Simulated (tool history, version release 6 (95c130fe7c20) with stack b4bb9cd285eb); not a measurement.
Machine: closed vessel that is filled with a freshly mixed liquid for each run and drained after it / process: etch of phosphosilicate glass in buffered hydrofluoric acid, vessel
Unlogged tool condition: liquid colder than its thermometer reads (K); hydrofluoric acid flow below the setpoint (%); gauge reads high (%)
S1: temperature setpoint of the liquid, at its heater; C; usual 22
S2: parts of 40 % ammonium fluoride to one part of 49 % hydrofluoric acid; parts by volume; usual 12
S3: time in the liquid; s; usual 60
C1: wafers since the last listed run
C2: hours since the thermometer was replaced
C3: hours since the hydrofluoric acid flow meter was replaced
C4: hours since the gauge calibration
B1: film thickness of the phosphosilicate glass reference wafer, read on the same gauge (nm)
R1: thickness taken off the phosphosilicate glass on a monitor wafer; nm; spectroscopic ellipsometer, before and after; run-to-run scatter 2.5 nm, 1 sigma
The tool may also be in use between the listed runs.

run	hour	S1	S2	S3	C1	C2	C3	C4	B1	R1
1	0	22	12	60	0	247.1	1236.3	877	49.99	270.99
2	65.6	22	12	60	8396	312.7	1301.9	942.6	50	266.12
3	113.4	22	12	60	6118	360.5	1349.7	990.4	49.97	266.12
4	181.8	20.5	14.5	60	8755	428.9	1418.1	1058.8	50	205.55
# hour 339.8: hydrofluoric acid flow meter replaced
5	374.2	20.5	14.5	60	24499	621.3	34.4	1251.2	49.97	198.88
6	411.6	22	12	60	4787	658.7	71.8	1288.6	49.99	258.68
7	449.9	22	12	60	4902	697	110.1	1326.9	50.01	256.78
8	504	22	12	60	6924	751.1	164.2	1381	49.99	260.03
9	534.3	22	12	60	3878	781.4	194.5	1411.3	50	256.36
10	562.8	17.5	12	60	3648	809.9	223	1439.8	50.02	198.01
11	616.9	22	12	30	6924	864	277.1	1493.9	50.02	129.01
12	784	24	14.5	40	21389	1031.1	444.2	1661	50.02	155.22
13	829.8	17.5	8.5	35	5862	1076.9	490	1706.8	50	156.74
14	865.5	22	12	60	4569	1112.6	525.7	1742.5	49.99	246.28
# hour 907.9: thermometer replaced
15	909.6	24.5	12	30	5516	1.7	569.8	1786.6	50.02	157.87
16	955	18	16	75	5811	47.1	615.2	1832	49.98	204.42
# hour 1136.6: gauge calibrated
17	1156.9	22	12	60	25843	249	817.1	20.3	49.97	265.01
18	1222.3	20	9	40	8371	314.4	882.5	85.7	50.01	208.22
19	1261.7	22	12	60	5043	353.8	921.9	125.1	49.99	265.31
20	1323.3	22	12	80	7884	415.4	983.5	186.7	50.02	353.93
21	1537.9	26.5	10.5	80	27469	630	1198.1	401.3	49.97	505.57
22	1565.7	23.5	7.5	40	3558	657.8	1225.9	429.1	50.02	295.06
23	1624.2	18	12	60	7488	716.3	1284.4	487.6	50.02	204.06
24	1686	20	9.5	60	7910	778.1	1346.2	549.4	50.02	286.73
25	1712.2	22	12	60	3353	804.3	1372.4	575.6	49.98	257.73
26	1739.5	23.5	16	75	3494	831.6	1399.7	602.9	50	259.92
# hour 1748.3: hydrofluoric acid flow meter replaced
27	1791.2	22	9	60	6489	883.3	42.9	654.6	50.02	324.25
28	1858.3	24	12	60	8588	950.4	110	721.7	50.01	281.97
# hour 1896.3: thermometer replaced
29	1907.9	26	13.5	90	6220	11.6	159.6	771.3	49.99	457.09
30	1957.1	22	12	60	6297	60.8	208.8	820.5	50.02	277.05
31	2137.8	19	12	75	23130	241.5	389.5	1001.2	50.01	289.3
32	2204.1	19.5	13.5	60	8486	307.8	455.8	1067.5	50.03	210.56
33	2275.9	25	12	60	9190	379.6	527.6	1139.3	49.99	316.86

What the log doesn't show, run by run:
hydrofluoric acid flow below the setpoint (%): 0 on each run
gauge reads high (%): 0 on each run
H1: liquid colder than its thermometer reads (K)
run	H1
1	0.627
2	0.723
3	0.793
4	0.893
5	1.17
6	1.23
7	1.29
8	1.36
9	1.41
10	1.45
11	1.53
12	1.77
13	1.84
14	1.89
15	0.245
16	0.311
17	0.607
18	0.703
19	0.76
20	0.85
21	1.16
22	1.21
23	1.29
24	1.38
25	1.42
26	1.46
27	1.54
28	1.63
29	0.0597
30	0.132
31	0.396
32	0.493
33	0.598

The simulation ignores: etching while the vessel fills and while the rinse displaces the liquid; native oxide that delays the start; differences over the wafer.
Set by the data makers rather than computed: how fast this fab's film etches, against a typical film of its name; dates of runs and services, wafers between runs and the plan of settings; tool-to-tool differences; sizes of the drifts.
